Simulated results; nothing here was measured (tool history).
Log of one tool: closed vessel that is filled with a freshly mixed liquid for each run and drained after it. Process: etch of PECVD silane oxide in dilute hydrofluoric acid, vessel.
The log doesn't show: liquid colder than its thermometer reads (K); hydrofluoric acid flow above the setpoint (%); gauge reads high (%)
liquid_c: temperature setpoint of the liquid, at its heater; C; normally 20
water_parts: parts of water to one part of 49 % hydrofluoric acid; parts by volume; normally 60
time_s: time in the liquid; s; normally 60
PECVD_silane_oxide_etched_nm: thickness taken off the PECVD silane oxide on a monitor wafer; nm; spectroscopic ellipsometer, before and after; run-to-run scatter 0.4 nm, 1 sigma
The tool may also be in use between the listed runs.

run	hour	liquid_c	water_parts	time_s	wafers since the last listed run	hours since the thermometer was replaced	hours since the hydrofluoric acid flow meter was replaced	hours since the gauge calibration	read-back film thickness of the PECVD silane oxide reference wafer, read on the same gauge (nm)	PECVD_silane_oxide_etched_nm
1	0	20	60	75	0	469	1762.4	413.8	59.99	52.46
2	55.6	20	60	75	3865	524.6	1818	469.4	60.01	52.37
3	123.6	20	60	75	4727	592.6	1886	537.4	60.01	51.02
4	175.3	20	60	70	3593	644.3	1937.7	589.1	59.98	48.45
5	235.8	20	60	80	4205	704.8	1998.2	649.6	60.01	54.72
6	286.8	20	60	80	3545	755.8	2049.2	700.6	59.99	54.96
7	358	20	60	60	4949	827	2120.4	771.8	59.99	40.05
# hour 380.8: hydrofluoric acid flow meter replaced
8	410.7	20	60	60	3593	879.7	29.9	824.5	60	39.52
9	469.9	20	60	60	4115	938.9	89.1	883.7	59.99	40.38
# hour 525.3: thermometer replaced
10	530.7	24.5	90	85	4157	5.4	149.9	944.5	60	48.18
# hour 581.2: gauge calibrated
11	600.5	21.5	80	60	4852	75.2	219.7	19.3	60	33.68
12	637.5	22.5	50	60	2572	112.2	256.7	56.3	59.99	58.83
13	703.6	20	60	50	4594	178.3	322.8	122.4	59.99	35.79
14	732.7	20	70	35	2022	207.4	351.9	151.5	60	21.53

Run 15, settings as shown, results not yet in. Your forecast:
15	799.2	21.5	60	70	4622	273.9	418.4	218	?	?

Run 15 came out at read-back film thickness of the PECVD silane oxide reference wafer, read on the same gauge (nm) 60.02, PECVD_silane_oxide_etched_nm 53.73 nm.
The same run, on a tool lacking any hidden state, would have yielded PECVD_silane_oxide_etched_nm 55.14 nm.

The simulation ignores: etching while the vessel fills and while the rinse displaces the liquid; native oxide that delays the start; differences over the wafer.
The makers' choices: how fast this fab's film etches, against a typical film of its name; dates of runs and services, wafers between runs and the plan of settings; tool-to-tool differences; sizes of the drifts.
